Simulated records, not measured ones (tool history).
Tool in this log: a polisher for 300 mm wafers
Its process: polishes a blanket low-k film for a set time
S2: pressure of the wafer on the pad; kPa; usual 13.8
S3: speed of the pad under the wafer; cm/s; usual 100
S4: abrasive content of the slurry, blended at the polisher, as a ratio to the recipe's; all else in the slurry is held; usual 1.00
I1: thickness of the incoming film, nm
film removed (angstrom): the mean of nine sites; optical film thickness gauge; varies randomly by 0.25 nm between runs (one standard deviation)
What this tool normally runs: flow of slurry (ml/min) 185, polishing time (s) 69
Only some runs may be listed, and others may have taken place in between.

run 1 hour=0.0 | flow_of_slurry_(ml/min)=185 S2=13.8 S3=100 S4=1.00 polishing_time_(s)=69 | I1=573.2 | film_removed_(angstrom)=248
run 2 hour=27.6 | flow_of_slurry_(ml/min)=185 S2=13.8 S3=100 S4=1.00 polishing_time_(s)=69 | I1=570.3 | film_removed_(angstrom)=248
run 3 hour=54.8 | flow_of_slurry_(ml/min)=185 S2=13.8 S3=100 S4=1.00 polishing_time_(s)=69 | I1=579.1 | film_removed_(angstrom)=247
run 4 hour=78.7 | flow_of_slurry_(ml/min)=185 S2=13.8 S3=100 S4=1.00 polishing_time_(s)=69 | I1=558.3 | film_removed_(angstrom)=246
-- hour=102.9 head pressure recalibrated
run 5 hour=106.7 | flow_of_slurry_(ml/min)=185 S2=13.8 S3=100 S4=1.00 polishing_time_(s)=69 | I1=562.5 | film_removed_(angstrom)=246
run 6 hour=122.8 | flow_of_slurry_(ml/min)=185 S2=10.3 S3=100 S4=1.00 polishing_time_(s)=69 | I1=568.2 | film_removed_(angstrom)=188
-- hour=143.5 conditioning disc replaced and pad reconditioned
-- hour=145.5 slurry nozzle cleaned
-- hour=150.9 worn pad replaced by a new one
run 7 hour=151.4 | flow_of_slurry_(ml/min)=225 S2=13.8 S3=100 S4=1.00 polishing_time_(s)=50 | I1=569.7 | film_removed_(angstrom)=187
-- hour=168.3 slurry blender recalibrated
run 8 hour=181.9 | flow_of_slurry_(ml/min)=185 S2=13.8 S3=100 S4=1.00 polishing_time_(s)=69 | I1=571.3 | film_removed_(angstrom)=248
run 9 hour=203.2 | flow_of_slurry_(ml/min)=250 S2=13.8 S3=100 S4=1.00 polishing_time_(s)=69 | I1=571.9 | film_removed_(angstrom)=256
run 10 hour=219.1 | flow_of_slurry_(ml/min)=185 S2=13.8 S3=90 S4=0.70 polishing_time_(s)=89 | I1=562.1 | film_removed_(angstrom)=229
run 11 hour=250.0 | flow_of_slurry_(ml/min)=185 S2=13.8 S3=100 S4=1.00 polishing_time_(s)=69 | I1=568.7 | film_removed_(angstrom)=247
run 12 hour=278.4 | flow_of_slurry_(ml/min)=185 S2=13.8 S3=68 S4=1.25 polishing_time_(s)=79 | I1=574.5 | film_removed_(angstrom)=248
run 13 hour=303.4 | flow_of_slurry_(ml/min)=160 S2=9.0 S3=90 S4=1.00 polishing_time_(s)=69 | I1=579.3 | film_removed_(angstrom)=150
run 14 hour=326.2 | flow_of_slurry_(ml/min)=140 S2=13.8 S3=66 S4=1.00 polishing_time_(s)=69 | I1=570.9 | film_removed_(angstrom)=186

3 ways to go on from here, each from the tool as it stands after run 14. What would each give?
run A hour=326.6 | flow_of_slurry_(ml/min)=185 S2=13.8 S3=100 S4=1.00 polishing_time_(s)=89 | I1=572.3 | film_removed_(angstrom)=?
run B hour=326.6 | flow_of_slurry_(ml/min)=185 S2=17.9 S3=100 S4=1.00 polishing_time_(s)=69 | I1=572.3 | film_removed_(angstrom)=?
run C hour=326.6 | flow_of_slurry_(ml/min)=185 S2=11.0 S3=100 S4=1.00 polishing_time_(s)=69 | I1=572.3 | film_removed_(angstrom)=?

run=A film_removed_(angstrom)=315
run=B film_removed_(angstrom)=312
run=C film_removed_(angstrom)=198
Without the tool's hidden state the same runs would have given:
run=A film_removed_(angstrom)=315
run=B film_removed_(angstrom)=312
run=C film_removed_(angstrom)=198
